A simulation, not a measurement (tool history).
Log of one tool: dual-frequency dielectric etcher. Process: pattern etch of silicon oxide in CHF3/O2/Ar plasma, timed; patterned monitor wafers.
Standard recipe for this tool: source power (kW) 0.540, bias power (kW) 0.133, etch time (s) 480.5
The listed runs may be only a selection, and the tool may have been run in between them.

run	hour	source power (kW)	bias power (kW)	etch time (s)	wafers since the last listed run	hours since the last wet clean	hours since the last source power generator calibration	hours since the last bias power generator calibration	hours since the last upper electrode change	hours since the gauge calibration	read-back reference wafer on the same gauge, depth_nm	mean etch depth across the wafer (nm)
1	0.0	0.480	0.152	480.5	0	391.9	23.1	2282.2	36.7	26.2	816.1	790.5
2	12.8	0.650	0.133	480.5	37	404.7	35.9	2295.0	49.5	39.0	816.0	844.0
3	19.5	0.650	0.133	480.5	19	411.4	42.6	2301.7	56.2	45.7	816.2	844.9
4	26.7	0.540	0.133	480.5	20	418.6	49.8	2308.9	63.4	52.9	816.1	777.8
5	37.6	0.540	0.133	480.5	31	429.5	60.7	2319.8	74.3	63.8	816.2	779.9
6	52.5	0.540	0.133	480.5	43	444.4	75.6	2334.7	89.2	78.7	815.9	777.7
7	59.3	0.540	0.152	480.5	19	451.2	82.4	2341.5	96.0	85.5	815.9	831.6
8	71.8	0.600	0.111	530.5	36	463.7	94.9	2354.0	108.5	98.0	815.8	826.2
9	78.1	0.540	0.133	480.5	18	470.0	101.2	2360.3	114.8	104.3	815.8	781.8
10	88.9	0.540	0.118	549.0	31	480.8	112.0	2371.1	125.6	115.1	816.0	840.7
11	98.6	0.400	0.123	368.0	28	490.5	121.7	2380.8	135.3	124.8	816.1	504.8
12	104.9	0.540	0.133	480.5	18	496.8	128.0	2387.1	141.6	131.1	816.0	779.5
13	121.4	0.500	0.133	624.5	48	513.3	144.5	2403.6	158.1	147.6	815.9	985.2
14	130.3	0.540	0.133	480.5	25	522.2	153.4	2412.5	167.0	156.5	816.1	782.0
15	143.1	0.540	0.114	390.5	37	535.0	166.2	2425.3	179.8	169.3	816.1	589.3
# hour 169.3: bias power generator calibrated
# hour 179.7: wet clean of the chamber
16	180.2	0.420	0.105	480.5	66	0.5	203.3	10.9	216.9	206.4	816.1	607.7
17	180.7	0.580	0.119	545.5	1	1.0	203.8	11.4	217.4	206.9	815.8	850.4
18	181.1	0.480	0.164	538.5	1	1.4	204.2	11.8	217.8	207.3	816.0	905.4
19	184.6	0.590	0.149	541.0	10	4.9	207.7	15.3	221.3	210.8	815.8	945.8
20	191.9	0.610	0.133	480.5	21	12.2	215.0	22.6	228.6	218.1	815.7	808.5
21	199.0	0.540	0.103	612.5	20	19.3	222.1	29.7	235.7	225.2	815.9	859.4
22	215.8	0.540	0.133	480.5	48	36.1	238.9	46.5	252.5	242.0	816.0	766.2
23	230.7	0.580	0.120	537.5	43	51.0	253.8	61.4	267.4	256.9	816.2	842.7
24	241.7	0.420	0.133	575.0	32	62.0	264.8	72.4	278.4	267.9	815.8	824.0
25	252.4	0.420	0.133	605.0	31	72.7	275.5	83.1	289.1	278.6	815.9	864.2
26	264.5	0.540	0.133	417.0	35	84.8	287.6	95.2	301.2	290.7	815.8	667.5
# hour 272.5: gauge calibrated
27	279.9	0.540	0.152	443.5	44	100.2	303.0	110.6	316.6	7.4	816.0	756.7
28	294.9	0.420	0.133	480.5	43	115.2	318.0	125.6	331.6	22.4	816.0	691.0
29	301.9	0.620	0.133	480.5	20	122.2	325.0	132.6	338.6	29.4	816.0	815.6

A few steps of mean etch depth across the wafer (nm) between consecutive runs. Split each: what settings, incoming material and random variation would produce without the hidden state, and what is left over for the hidden state, along with gauge scatter present in only one of the two compared results (measured, and without hidden state):
Hidden state at play: etch rate over this chamber's usual, %; source power that arrives over what is set, %; bias power that arrives over what is set, %; gauge reads high (%).
Run 10 -> 11: source power (kW) 0.540 -> 0.400, bias power (kW) 0.118 -> 0.123, etch time (s) 549.0 -> 368.0. mean etch depth across the wafer (nm) -335.9: hidden state -6.1, all else -329.8.
Run 11 -> 12: source power (kW) 0.400 -> 0.540, bias power (kW) 0.123 -> 0.133, etch time (s) 368.0 -> 480.5. mean etch depth across the wafer (nm) +274.7: hidden state +5.5, all else +269.2.
Run 15 -> 16: source power (kW) 0.540 -> 0.420, bias power (kW) 0.114 -> 0.105, etch time (s) 390.5 -> 480.5, bias power generator calibrated, wet clean of the chamber. mean etch depth across the wafer (nm) +18.4: hidden state -12.8, all else +31.2.

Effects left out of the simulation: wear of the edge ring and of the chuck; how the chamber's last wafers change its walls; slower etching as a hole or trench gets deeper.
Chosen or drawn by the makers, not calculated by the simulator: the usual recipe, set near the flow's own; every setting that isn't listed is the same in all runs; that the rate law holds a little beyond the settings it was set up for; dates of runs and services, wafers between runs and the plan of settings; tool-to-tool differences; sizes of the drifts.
